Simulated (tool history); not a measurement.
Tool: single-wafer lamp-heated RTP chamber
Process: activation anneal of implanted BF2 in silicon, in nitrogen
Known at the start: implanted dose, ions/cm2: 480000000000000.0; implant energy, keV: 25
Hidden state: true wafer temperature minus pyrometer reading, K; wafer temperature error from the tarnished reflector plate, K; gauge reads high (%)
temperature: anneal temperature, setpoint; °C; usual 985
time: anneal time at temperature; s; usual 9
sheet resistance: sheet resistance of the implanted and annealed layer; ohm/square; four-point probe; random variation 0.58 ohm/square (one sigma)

run	hour	temperature	time	wafers since the last listed run	wafers since the last pyrometer calibration	wafers since the reflector plate was cleaned	hours since the gauge calibration	read-back reference wafer on the same gauge, sheet resistance	sheet resistance
1	0.0	985	9	0	6378	1737	706.8	301.03	263.00
2	39.2	985	9	691	7070	2429	746.0	301.12	264.32
3	97.8	964	9	1033	8103	3462	804.6	300.93	281.13
4	146.0	978	9	850	8953	4313	852.8	300.84	268.45
5	213.3	978	9	1187	10141	5500	920.1	301.06	268.13
# hour 239.7: pyrometer window cleaned and pyrometer calibrated
6	260.3	978	9	687	364	6188	967.1	301.06	266.81
7	321.1	1005	9	1072	1436	7260	1027.9	300.96	253.51
8	363.8	1005	9	753	2189	8013	1070.6	301.04	253.78
9	388.3	1005	9	432	2622	8445	1095.1	301.04	253.31
10	457.2	985	11	1215	3837	9661	1164.0	300.85	259.06
11	485.5	985	11	499	4336	10160	1192.3	300.84	259.98
12	540.6	985	11	971	5308	11132	1247.4	300.92	257.92
# hour 621.2: reflector plate cleaned
13	702.3	985	10	2711	8019	1430	1409.1	301.04	263.39
14	732.5	997	6	532	8552	1963	1439.3	301.19	259.57
15	801.4	985	11	1215	9767	3178	1508.2	300.91	261.79
# hour 810.8: pyrometer window cleaned and pyrometer calibrated
16	867.4	978	9	1023	997	4201	1574.2	300.94	269.01
17	900.1	985	9	576	1574	4778	1606.9	300.70	263.06
18	939.3	1005	9	691	2265	5469	1646.1	301.09	254.12
19	971.0	974	12	559	2825	6028	1677.8	301.13	267.64
20	1030.3	955	4	1045	3871	7074	1737.1	300.96	296.36
21	1083.6	985	9	940	4811	8015	1790.4	301.02	261.33
22	1209.6	985	9	2222	7033	10237	1916.4	301.10	259.64
23	1257.3	956	4	841	7875	11079	1964.1	301.20	288.48
# hour 1274.6: reflector plate cleaned
24	1317.2	985	9	915	8790	750	2024.0	301.16	264.51
25	1355.9	985	9	682	9473	1433	2062.7	300.99	263.64
# hour 1372.3: pyrometer window cleaned and pyrometer calibrated
26	1418.7	985	9	966	819	2400	2125.5	301.16	264.09
27	1476.7	959	4	1023	1842	3423	2183.5	301.14	293.53
# hour 1496.4: gauge calibrated
28	1522.1	985	5	800	2642	4223	25.7	301.02	266.88
29	1593.3	961	7	1255	3898	5479	96.9	300.99	286.91
30	1644.5	997	5	903	4801	6382	148.1	300.92	259.71
31	1673.2	1007	12	506	5308	6889	176.8	300.75	252.47
32	1768.3	971	4	1677	6985	8566	271.9	301.17	277.34
33	1827.5	994	11	1044	8029	9610	331.1	301.25	256.37
# hour 1888.1: reflector plate cleaned
34	1892.1	1010	7	998	9028	70	395.7	300.99	254.13
# hour 1928.0: pyrometer window cleaned and pyrometer calibrated
35	1960.8	1011	9	1070	577	1141	464.4	300.84	253.37
36	2013.8	985	9	934	1512	2075	517.4	300.95	262.07
37	2085.8	1014	6	1270	2782	3345	589.4	301.13	254.11

3 ways to go on from here, each from the tool as it stands after run 37. What would each give?
A	2086.2	962	9	7	2789	3352	589.8	?	?
B	2086.2	985	12	7	2789	3352	589.8	?	?
C	2086.2	1003	13	7	2789	3352	589.8	?	?

run	read-back reference wafer on the same gauge, sheet resistance	sheet resistance
A	300.94	283.86
B	300.94	260.79
C	300.94	252.73
Without the tool's hidden state the same runs would have given:
run	sheet resistance
A	285.70
B	261.71
C	253.16

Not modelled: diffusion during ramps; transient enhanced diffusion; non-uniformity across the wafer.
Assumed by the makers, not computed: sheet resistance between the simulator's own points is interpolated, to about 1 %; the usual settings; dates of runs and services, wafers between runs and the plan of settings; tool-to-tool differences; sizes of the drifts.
